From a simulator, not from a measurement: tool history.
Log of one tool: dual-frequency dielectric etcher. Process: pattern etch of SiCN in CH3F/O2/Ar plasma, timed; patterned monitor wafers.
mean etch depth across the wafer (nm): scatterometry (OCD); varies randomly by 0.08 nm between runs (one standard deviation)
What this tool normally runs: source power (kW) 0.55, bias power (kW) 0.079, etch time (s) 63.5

| run | hour | source power (kW) | bias power (kW) | etch time (s) | wafers since the last listed run | hours since the last wet clean | hours since the last source power generator calibration | hours since the last bias power generator calibration | hours since the last upper electrode change | hours since the gauge calibration | read-back reference wafer on the same gauge, depth_nm | mean etch depth across the wafer (nm) |
|---|---|---|---|---|---|---|---|---|---|---|---|---|
| 1 | 0 | 0.55 | 0.079 | 63.5 | 0 | 85.6 | 4346.7 | 1881.3 | 4295 | 1662.3 | 24.97 | 30.56 |
| 2 | 47.9 | 0.55 | 0.079 | 63.5 | 373 | 133.5 | 4394.6 | 1929.2 | 4342.9 | 1710.2 | 25 | 30.93 |
| 3 | 98.1 | 0.55 | 0.079 | 63.5 | 391 | 183.7 | 4444.8 | 1979.4 | 4393.1 | 1760.4 | 25.01 | 30.87 |
| 4 | 141.6 | 0.55 | 0.079 | 63.5 | 339 | 227.2 | 4488.3 | 2022.9 | 4436.6 | 1803.9 | 24.98 | 31.05 |
| 5 | 173.8 | 0.55 | 0.079 | 63.5 | 250 | 259.4 | 4520.5 | 2055.1 | 4468.8 | 1836.1 | 24.99 | 31.21 |
|  | 246 | wet clean of the chamber |
| 6 | 246.5 | 0.55 | 0.079 | 63.5 | 379 | 0.5 | 4593.2 | 2127.8 | 4541.5 | 1908.8 | 24.98 | 30.45 |
|  | 278.6 | upper electrode replaced |
| 7 | 279.1 | 0.55 | 0.079 | 63.5 | 67 | 33.1 | 4625.8 | 2160.4 | 0.5 | 1941.4 | 24.99 | 30.47 |
| 8 | 324 | 0.55 | 0.079 | 63.5 | 349 | 78 | 4670.7 | 2205.3 | 45.4 | 1986.3 | 25 | 30.62 |
| 9 | 361.7 | 0.46 | 0.079 | 78.5 | 293 | 115.7 | 4708.4 | 2243 | 83.1 | 2024 | 24.97 | 35.49 |
| 10 | 411.1 | 0.46 | 0.079 | 78.5 | 385 | 165.1 | 4757.8 | 2292.4 | 132.5 | 2073.4 | 24.98 | 35.76 |
|  | 437.2 | gauge calibrated |
| 11 | 444.4 | 0.61 | 0.064 | 71 | 259 | 198.4 | 4791.1 | 2325.7 | 165.8 | 7.2 | 25.01 | 33.63 |
| 12 | 488.9 | 0.55 | 0.079 | 63.5 | 346 | 242.9 | 4835.6 | 2370.2 | 210.3 | 51.7 | 24.99 | 31.2 |
| 13 | 519.3 | 0.55 | 0.079 | 63.5 | 236 | 273.3 | 4866 | 2400.6 | 240.7 | 82.1 | 25 | 31.16 |
|  | 537.2 | bias power generator calibrated |
| 14 | 545.2 | 0.61 | 0.064 | 78 | 170 | 299.2 | 4891.9 | 8 | 266.6 | 108 | 25.01 | 36.61 |
| 15 | 577.5 | 0.55 | 0.079 | 81 | 251 | 331.5 | 4924.2 | 40.3 | 298.9 | 140.3 | 25.01 | 39.12 |
|  | 617.6 | wet clean of the chamber |
| 16 | 618.1 | 0.55 | 0.069 | 63.5 | 129 | 0.5 | 4964.8 | 80.9 | 339.5 | 180.9 | 25 | 28.6 |
| 17 | 648.8 | 0.59 | 0.079 | 82 | 239 | 31.2 | 4995.5 | 111.6 | 370.2 | 211.6 | 24.99 | 39.81 |
| 18 | 675.9 | 0.55 | 0.079 | 73.5 | 211 | 58.3 | 5022.6 | 138.7 | 397.3 | 238.7 | 25.04 | 34.66 |
| 19 | 746.9 | 0.55 | 0.079 | 69 | 553 | 129.3 | 5093.6 | 209.7 | 468.3 | 309.7 | 24.98 | 32.88 |
| 20 | 799.2 | 0.49 | 0.061 | 74.5 | 407 | 181.6 | 5145.9 | 262 | 520.6 | 362 | 25 | 31.18 |
| 21 | 862.1 | 0.68 | 0.068 | 63.5 | 490 | 244.5 | 5208.8 | 324.9 | 583.5 | 424.9 | 24.99 | 31.56 |
| 22 | 892.3 | 0.51 | 0.085 | 63.5 | 235 | 274.7 | 5239 | 355.1 | 613.7 | 455.1 | 24.99 | 30.7 |
|  | 945.8 | source power generator calibrated |
| 23 | 963.8 | 0.55 | 0.069 | 72 | 526 | 346.2 | 18 | 426.6 | 685.2 | 526.6 | 25 | 33.51 |
|  | 1021.3 | wet clean of the chamber |
| 24 | 1021.8 | 0.55 | 0.079 | 63.5 | 265 | 0.5 | 76 | 484.6 | 743.2 | 584.6 | 25.01 | 29.99 |
| 25 | 1152.5 | 0.55 | 0.079 | 63.5 | 1018 | 131.2 | 206.7 | 615.3 | 873.9 | 715.3 | 25.01 | 30.28 |
| 26 | 1337.9 | 0.55 | 0.079 | 63.5 | 1445 | 316.6 | 392.1 | 800.7 | 1059.3 | 900.7 | 25.02 | 31 |
| 27 | 1393 | 0.49 | 0.079 | 78 | 429 | 371.7 | 447.2 | 855.8 | 1114.4 | 955.8 | 25 | 36.47 |
| 28 | 1424.1 | 0.55 | 0.079 | 63.5 | 242 | 402.8 | 478.3 | 886.9 | 1145.5 | 986.9 | 24.97 | 31.09 |
|  | 1448.2 | wet clean of the chamber |
| 29 | 1457.4 | 0.46 | 0.079 | 51 | 72 | 9.2 | 511.6 | 920.2 | 1178.8 | 1020.2 | 24.97 | 22.44 |
| 30 | 1505.9 | 0.55 | 0.09 | 71 | 378 | 57.7 | 560.1 | 968.7 | 1227.3 | 1068.7 | 25 | 35.36 |

Measured less the same run without the tool's hidden state. The same run-to-run variation is in both; the gauge's scatter may not be:
Hidden state present: etch rate over this chamber's usual, %; source power that arrives over what is set, %; bias power that arrives over what is set, %; gauge reads high (%).
| run | mean etch depth across the wafer (nm) |
|---|---|
| 1 | +0.74 |
| 2 | +0.87 |
| 3 | +1.01 |
| 4 | +1.13 |
| 5 | +1.23 |
| 6 | +0.43 |
| 7 | +0.52 |
| 8 | +0.64 |
| 9 | +0.87 |
| 10 | +1.03 |
| 11 | +1.03 |
| 12 | +1.11 |
| 13 | +1.19 |
| 14 | +0.76 |
| 15 | +0.92 |
| 16 | +0 |
| 17 | +0.12 |
| 18 | +0.18 |
| 19 | +0.39 |
| 20 | +0.51 |
| 21 | +0.69 |
| 22 | +0.76 |
| 23 | +1.03 |
| 24 | +0.05 |
| 25 | +0.41 |
| 26 | +0.93 |
| 27 | +1.27 |
| 28 | +1.16 |
| 29 | +0.04 |
| 30 | +0.22 |
